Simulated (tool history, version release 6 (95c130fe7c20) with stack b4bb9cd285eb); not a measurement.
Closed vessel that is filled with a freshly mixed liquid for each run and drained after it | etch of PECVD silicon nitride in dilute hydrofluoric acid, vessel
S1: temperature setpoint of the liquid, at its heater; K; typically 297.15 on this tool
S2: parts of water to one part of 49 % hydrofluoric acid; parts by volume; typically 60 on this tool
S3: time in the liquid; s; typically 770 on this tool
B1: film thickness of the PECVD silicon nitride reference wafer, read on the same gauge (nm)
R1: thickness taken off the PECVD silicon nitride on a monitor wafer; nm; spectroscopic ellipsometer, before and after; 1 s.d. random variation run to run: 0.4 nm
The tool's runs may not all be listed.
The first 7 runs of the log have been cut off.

{"day": 16.379, "done": "thermometer replaced"}
{"run": 8, "day": 21.15, "S1": 297.15, "S2": 70, "S3": 930, "B1": 100.01, "R1": 44.12}
{"run": 9, "day": 24.112, "S1": 297.15, "S2": 60, "S3": 770, "B1": 100.0, "R1": 42.91}
{"run": 10, "day": 26.446, "S1": 297.15, "S2": 60, "S3": 770, "B1": 100.0, "R1": 42.91}
{"day": 27.471, "done": "hydrofluoric acid flow meter replaced"}
{"run": 11, "day": 28.633, "S1": 297.15, "S2": 60, "S3": 770, "B1": 100.0, "R1": 45.32}
{"run": 12, "day": 35.117, "S1": 297.15, "S2": 60, "S3": 770, "B1": 99.98, "R1": 44.33}
{"day": 39.771, "done": "thermometer replaced"}
{"run": 13, "day": 40.083, "S1": 301.65, "S2": 60, "S3": 395, "B1": 100.0, "R1": 29.62}
{"run": 14, "day": 42.246, "S1": 297.15, "S2": 60, "S3": 770, "B1": 100.01, "R1": 43.03}
{"run": 15, "day": 45.108, "S1": 295.65, "S2": 60, "S3": 770, "B1": 99.99, "R1": 39.02}
{"run": 16, "day": 46.483, "S1": 297.15, "S2": 60, "S3": 1140, "B1": 99.98, "R1": 64.04}
{"run": 17, "day": 49.171, "S1": 301.65, "S2": 60, "S3": 1150, "B1": 100.02, "R1": 87.48}
{"run": 18, "day": 51.308, "S1": 297.15, "S2": 60, "S3": 770, "B1": 100.0, "R1": 43.98}
{"run": 19, "day": 54.267, "S1": 293.65, "S2": 60, "S3": 400, "B1": 100.0, "R1": 17.91}
{"day": 58.183, "done": "gauge calibrated"}
{"run": 20, "day": 59.967, "S1": 297.15, "S2": 60, "S3": 1140, "B1": 100.01, "R1": 63.69}
{"day": 63.871, "done": "hydrofluoric acid flow meter replaced"}
{"day": 64.167, "done": "thermometer replaced"}
{"run": 21, "day": 66.054, "S1": 297.15, "S2": 60, "S3": 770, "B1": 100.01, "R1": 43.69}
{"run": 22, "day": 67.829, "S1": 300.15, "S2": 85, "S3": 415, "B1": 100.01, "R1": 20.15}
{"run": 23, "day": 69.033, "S1": 297.15, "S2": 55, "S3": 770, "B1": 99.99, "R1": 47.54}
{"run": 24, "day": 71.604, "S1": 297.15, "S2": 60, "S3": 770, "B1": 99.98, "R1": 44.06}
{"run": 25, "day": 73.154, "S1": 297.15, "S2": 60, "S3": 770, "B1": 99.98, "R1": 44.15}
{"run": 26, "day": 75.196, "S1": 301.15, "S2": 45, "S3": 1125, "B1": 100.01, "R1": 112.2}
{"run": 27, "day": 76.896, "S1": 297.15, "S2": 60, "S3": 510, "B1": 99.98, "R1": 29.38}
{"run": 28, "day": 79.525, "S1": 298.65, "S2": 40, "S3": 1205, "B1": 100.01, "R1": 114.06}
{"run": 29, "day": 81.733, "S1": 300.65, "S2": 85, "S3": 350, "B1": 100.01, "R1": 17.86}
{"run": 30, "day": 83.962, "S1": 297.15, "S2": 60, "S3": 630, "B1": 100.02, "R1": 36.42}
{"run": 31, "day": 85.438, "S1": 297.15, "S2": 60, "S3": 770, "B1": 100.0, "R1": 44.21}
{"day": 91.308, "done": "thermometer replaced"}
{"run": 32, "day": 91.854, "S1": 297.15, "S2": 40, "S3": 1100, "B1": 100.01, "R1": 90.34}

Predict the results of run 33:
{"run": 33, "day": 99.312, "S1": 297.15, "S2": 60, "S3": 770, "B1": "?", "R1": "?"}

Run 33 gave B1 100.01, R1 42.46 nm.
With no hidden state in the tool, this same run would have given R1 44.09 nm.
